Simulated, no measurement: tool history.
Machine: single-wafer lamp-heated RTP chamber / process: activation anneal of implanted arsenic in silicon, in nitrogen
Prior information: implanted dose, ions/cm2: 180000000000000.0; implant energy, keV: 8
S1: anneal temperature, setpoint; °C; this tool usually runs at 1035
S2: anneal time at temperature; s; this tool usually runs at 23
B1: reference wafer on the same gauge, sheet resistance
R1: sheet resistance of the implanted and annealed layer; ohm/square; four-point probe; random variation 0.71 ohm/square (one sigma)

{"run": 1, "day": 0.0, "S1": 1047, "S2": 23, "B1": 410.05, "R1": 461.68}
{"run": 2, "day": 3.146, "S1": 1047, "S2": 23, "B1": 409.99, "R1": 462.24}
{"day": 6.275, "done": "reflector plate cleaned"}
{"run": 3, "day": 7.533, "S1": 1035, "S2": 23, "B1": 409.92, "R1": 468.39}
{"run": 4, "day": 9.508, "S1": 1035, "S2": 23, "B1": 409.99, "R1": 466.78}
{"run": 5, "day": 11.925, "S1": 1035, "S2": 23, "B1": 409.87, "R1": 465.94}
{"day": 15.442, "done": "pyrometer window cleaned and pyrometer calibrated"}
{"run": 6, "day": 15.462, "S1": 1035, "S2": 23, "B1": 409.88, "R1": 471.56}
{"run": 7, "day": 18.971, "S1": 1043, "S2": 16, "B1": 409.97, "R1": 473.49}
{"run": 8, "day": 23.3, "S1": 1043, "S2": 16, "B1": 409.77, "R1": 472.45}
{"run": 9, "day": 27.396, "S1": 1035, "S2": 12, "B1": 409.87, "R1": 478.27}
{"run": 10, "day": 31.846, "S1": 1035, "S2": 12, "B1": 410.14, "R1": 477.65}
{"run": 11, "day": 38.638, "S1": 1035, "S2": 16, "B1": 409.94, "R1": 471}
{"day": 42.696, "done": "pyrometer window cleaned and pyrometer calibrated"}
{"day": 46.5, "done": "gauge calibrated"}
{"day": 47.271, "done": "reflector plate cleaned"}
{"run": 12, "day": 50.7, "S1": 1035, "S2": 16, "B1": 409.95, "R1": 475.86}
{"run": 13, "day": 53.696, "S1": 1035, "S2": 16, "B1": 409.99, "R1": 475.44}
{"run": 14, "day": 63.629, "S1": 1015, "S2": 23, "B1": 410.11, "R1": 474.39}
{"run": 15, "day": 65.612, "S1": 1050, "S2": 23, "B1": 410.01, "R1": 460.59}
{"run": 16, "day": 69.588, "S1": 1035, "S2": 23, "B1": 410.18, "R1": 466.67}
{"day": 71.617, "done": "pyrometer window cleaned and pyrometer calibrated"}
{"run": 17, "day": 71.638, "S1": 1035, "S2": 23, "B1": 409.97, "R1": 471.2}
{"run": 18, "day": 76.829, "S1": 1035, "S2": 14, "B1": 409.93, "R1": 477.61}
{"run": 19, "day": 79.775, "S1": 1008, "S2": 27, "B1": 409.97, "R1": 475.97}
{"run": 20, "day": 81.633, "S1": 1035, "S2": 23, "B1": 409.91, "R1": 467.14}
{"day": 84.238, "done": "reflector plate cleaned"}
{"run": 21, "day": 85.517, "S1": 1023, "S2": 31, "B1": 409.69, "R1": 469.16}
{"run": 22, "day": 89.296, "S1": 1035, "S2": 23, "B1": 410.23, "R1": 469.55}
{"run": 23, "day": 92.233, "S1": 1057, "S2": 34, "B1": 410.05, "R1": 448.77}
{"run": 24, "day": 93.754, "S1": 1052, "S2": 19, "B1": 409.81, "R1": 465.98}
{"run": 25, "day": 96.171, "S1": 1062, "S2": 12, "B1": 410.28, "R1": 468.13}
{"day": 97.388, "done": "pyrometer window cleaned and pyrometer calibrated"}
{"run": 26, "day": 100.35, "S1": 1014, "S2": 32, "B1": 410.09, "R1": 474.25}
{"run": 27, "day": 102.929, "S1": 1017, "S2": 18, "B1": 410.1, "R1": 478.93}
{"run": 28, "day": 106.871, "S1": 1035, "S2": 23, "B1": 410.04, "R1": 468.02}
{"run": 29, "day": 110.033, "S1": 1063, "S2": 23, "B1": 409.91, "R1": 453.51}
{"run": 30, "day": 112.046, "S1": 1049, "S2": 28, "B1": 410.02, "R1": 456.24}
{"run": 31, "day": 116.021, "S1": 1057, "S2": 34, "B1": 409.95, "R1": 446.31}
{"run": 32, "day": 118.562, "S1": 1020, "S2": 36, "B1": 409.97, "R1": 463.67}
{"run": 33, "day": 121.412, "S1": 1051, "S2": 23, "B1": 409.94, "R1": 458.16}
{"run": 34, "day": 124.875, "S1": 1035, "S2": 23, "B1": 410.01, "R1": 465.37}
{"day": 125.367, "done": "pyrometer window cleaned and pyrometer calibrated"}
{"run": 35, "day": 126.546, "S1": 1060, "S2": 13, "B1": 409.91, "R1": 469.34}
{"day": 127.862, "done": "reflector plate cleaned"}
{"run": 36, "day": 128.204, "S1": 1022, "S2": 23, "B1": 410.02, "R1": 476.57}

Some steps in R1 between neighbouring runs. How much of each would the tool show without its hidden state too (settings, what came in, random variation), and how much is left for the hidden state, with any gauge scatter that isn't in both results?
The tool's hidden condition here consists of: true wafer temperature minus pyrometer reading, K; wafer temperature error from the tarnished reflector plate, K; gauge reads high (%).
Run 5 -> 6: pyrometer window cleaned and pyrometer calibrated. R1 +5.62 ohm/square: hidden state +4.99, all else +0.63.
Run 16 -> 17: pyrometer window cleaned and pyrometer calibrated. R1 +4.53 ohm/square: hidden state +5.1, all else -0.57.
Run 22 -> 23: S1 1035 -> 1057, S2 23 -> 34. R1 -20.78 ohm/square: hidden state -2.55, all else -18.23.
Run 23 -> 24: S1 1057 -> 1052, S2 34 -> 19. R1 +17.21 ohm/square: hidden state +1.52, all else +15.69.
Run 31 -> 32: S1 1057 -> 1020, S2 34 -> 36. R1 +17.36 ohm/square: hidden state +2.01, all else +15.35.
Run 34 -> 35: S1 1035 -> 1060, S2 23 -> 13, pyrometer window cleaned and pyrometer calibrated. R1 +3.97 ohm/square: hidden state +4.11, all else -0.14.

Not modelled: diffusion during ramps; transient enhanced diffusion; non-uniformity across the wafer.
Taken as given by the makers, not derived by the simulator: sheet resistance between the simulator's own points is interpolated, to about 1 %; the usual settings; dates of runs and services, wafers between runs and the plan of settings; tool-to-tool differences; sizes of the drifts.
